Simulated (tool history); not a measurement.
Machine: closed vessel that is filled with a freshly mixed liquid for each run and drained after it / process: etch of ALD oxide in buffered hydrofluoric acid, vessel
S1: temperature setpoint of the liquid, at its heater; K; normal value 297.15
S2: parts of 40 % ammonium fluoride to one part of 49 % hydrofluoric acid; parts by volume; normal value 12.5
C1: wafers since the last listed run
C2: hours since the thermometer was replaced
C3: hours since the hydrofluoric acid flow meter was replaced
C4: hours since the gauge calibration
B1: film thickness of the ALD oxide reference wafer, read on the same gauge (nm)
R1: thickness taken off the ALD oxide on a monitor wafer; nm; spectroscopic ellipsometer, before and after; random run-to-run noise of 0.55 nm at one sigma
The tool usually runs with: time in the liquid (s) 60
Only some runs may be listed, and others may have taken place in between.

{"run": 1, "day": 0.0, "S1": 300.65, "S2": 12.5, "time in the liquid (s)": 60, "C1": 0, "C2": 441.9, "C3": 121.1, "C4": 640.6, "B1": 80.01, "R1": 71.27}
{"run": 2, "day": 1.946, "S1": 300.65, "S2": 12.5, "time in the liquid (s)": 60, "C1": 3042, "C2": 488.6, "C3": 167.8, "C4": 687.3, "B1": 80, "R1": 70.12}
{"run": 3, "day": 4.092, "S1": 294.15, "S2": 12.5, "time in the liquid (s)": 60, "C1": 3354, "C2": 540.1, "C3": 219.3, "C4": 738.8, "B1": 80.03, "R1": 50.11}
{"run": 4, "day": 6.979, "S1": 294.15, "S2": 12.5, "time in the liquid (s)": 60, "C1": 4514, "C2": 609.4, "C3": 288.6, "C4": 808.1, "B1": 79.99, "R1": 50.58}
{"run": 5, "day": 9.504, "S1": 294.15, "S2": 12.5, "time in the liquid (s)": 60, "C1": 3947, "C2": 670, "C3": 349.2, "C4": 868.7, "B1": 79.99, "R1": 50.29}
{"run": 6, "day": 11.875, "S1": 294.65, "S2": 10.5, "time in the liquid (s)": 60, "C1": 3706, "C2": 726.9, "C3": 406.1, "C4": 925.6, "B1": 79.99, "R1": 60.87}
{"run": 7, "day": 16.175, "S1": 294.65, "S2": 10.5, "time in the liquid (s)": 60, "C1": 6722, "C2": 830.1, "C3": 509.3, "C4": 1028.8, "B1": 80, "R1": 60.46}
{"run": 8, "day": 18.767, "S1": 294.65, "S2": 10.5, "time in the liquid (s)": 60, "C1": 4051, "C2": 892.3, "C3": 571.5, "C4": 1091, "B1": 80.01, "R1": 60.63}
{"run": 9, "day": 20.658, "S1": 297.15, "S2": 12.5, "time in the liquid (s)": 60, "C1": 2957, "C2": 937.7, "C3": 616.9, "C4": 1136.4, "B1": 80.01, "R1": 58.4}
{"run": 10, "day": 22.183, "S1": 297.15, "S2": 12.5, "time in the liquid (s)": 60, "C1": 2384, "C2": 974.3, "C3": 653.5, "C4": 1173, "B1": 79.97, "R1": 59.58}
{"run": 11, "day": 26.304, "S1": 297.15, "S2": 12.5, "time in the liquid (s)": 60, "C1": 6442, "C2": 1073.2, "C3": 752.4, "C4": 1271.9, "B1": 79.99, "R1": 58.6}
{"run": 12, "day": 29.925, "S1": 297.15, "S2": 10.5, "time in the liquid (s)": 60, "C1": 5661, "C2": 1160.1, "C3": 839.3, "C4": 1358.8, "B1": 79.99, "R1": 69.32}
{"run": 13, "day": 33.917, "S1": 297.15, "S2": 10.5, "time in the liquid (s)": 60, "C1": 6240, "C2": 1255.9, "C3": 935.1, "C4": 1454.6, "B1": 80.02, "R1": 69.34}
{"run": 14, "day": 36.388, "S1": 297.15, "S2": 12.5, "time in the liquid (s)": 75, "C1": 3863, "C2": 1315.2, "C3": 994.4, "C4": 1513.9, "B1": 79.98, "R1": 73.7}
{"run": 15, "day": 39.496, "S1": 297.15, "S2": 12.5, "time in the liquid (s)": 60, "C1": 4859, "C2": 1389.8, "C3": 1069, "C4": 1588.5, "B1": 80.01, "R1": 59.17}
{"day": 41.608, "done": "thermometer replaced"}
{"run": 16, "day": 42.521, "S1": 293.15, "S2": 17, "time in the liquid (s)": 90, "C1": 4664, "C2": 21.9, "C3": 1141.6, "C4": 1661.1, "B1": 80.02, "R1": 52.25}
{"run": 17, "day": 47.012, "S1": 297.15, "S2": 11, "time in the liquid (s)": 60, "C1": 7022, "C2": 129.7, "C3": 1249.4, "C4": 1768.9, "B1": 79.99, "R1": 66.96}
{"run": 18, "day": 48.821, "S1": 295.65, "S2": 10.5, "time in the liquid (s)": 75, "C1": 2827, "C2": 173.1, "C3": 1292.8, "C4": 1812.3, "B1": 79.99, "R1": 81.05}
{"day": 52.017, "done": "hydrofluoric acid flow meter replaced"}
{"run": 19, "day": 52.5, "S1": 297.15, "S2": 12.5, "time in the liquid (s)": 60, "C1": 5687, "C2": 261.4, "C3": 11.6, "C4": 1900.6, "B1": 79.99, "R1": 58.93}
{"run": 20, "day": 54.233, "S1": 297.15, "S2": 14.5, "time in the liquid (s)": 60, "C1": 2709, "C2": 303, "C3": 53.2, "C4": 1942.2, "B1": 80, "R1": 50.89}
{"run": 21, "day": 58.254, "S1": 299.15, "S2": 12.5, "time in the liquid (s)": 45, "C1": 6286, "C2": 399.5, "C3": 149.7, "C4": 2038.7, "B1": 80.02, "R1": 48.89}
{"day": 59.438, "done": "gauge calibrated"}
{"run": 22, "day": 62.612, "S1": 293.15, "S2": 12.5, "time in the liquid (s)": 60, "C1": 6814, "C2": 504.1, "C3": 254.3, "C4": 76.2, "B1": 79.99, "R1": 47.49}
{"run": 23, "day": 66.2, "S1": 297.15, "S2": 12.5, "time in the liquid (s)": 60, "C1": 5608, "C2": 590.2, "C3": 340.4, "C4": 162.3, "B1": 79.98, "R1": 58.97}
{"run": 24, "day": 67.988, "S1": 297.15, "S2": 12.5, "time in the liquid (s)": 60, "C1": 2794, "C2": 633.1, "C3": 383.3, "C4": 205.2, "B1": 80.02, "R1": 58.56}
{"run": 25, "day": 71.617, "S1": 301.15, "S2": 12.5, "time in the liquid (s)": 60, "C1": 5674, "C2": 720.2, "C3": 470.4, "C4": 292.3, "B1": 80.02, "R1": 73.65}
{"run": 26, "day": 74.333, "S1": 294.65, "S2": 8, "time in the liquid (s)": 30, "C1": 4247, "C2": 785.4, "C3": 535.6, "C4": 357.5, "B1": 79.97, "R1": 38.7}

What differs in the tool's unlogged condition from the final listed run ahead of each entry between runs to the first listed run following it?
Run 15 -> run 16: thermometer replaced (day 41.608)
  the hidden state is the same at both runs
Run 18 -> run 19: hydrofluoric acid flow meter replaced (day 52.017)
  the hidden state is the same at both runs
Run 21 -> run 22: gauge calibrated (day 59.438)
  the hidden state is the same at both runs
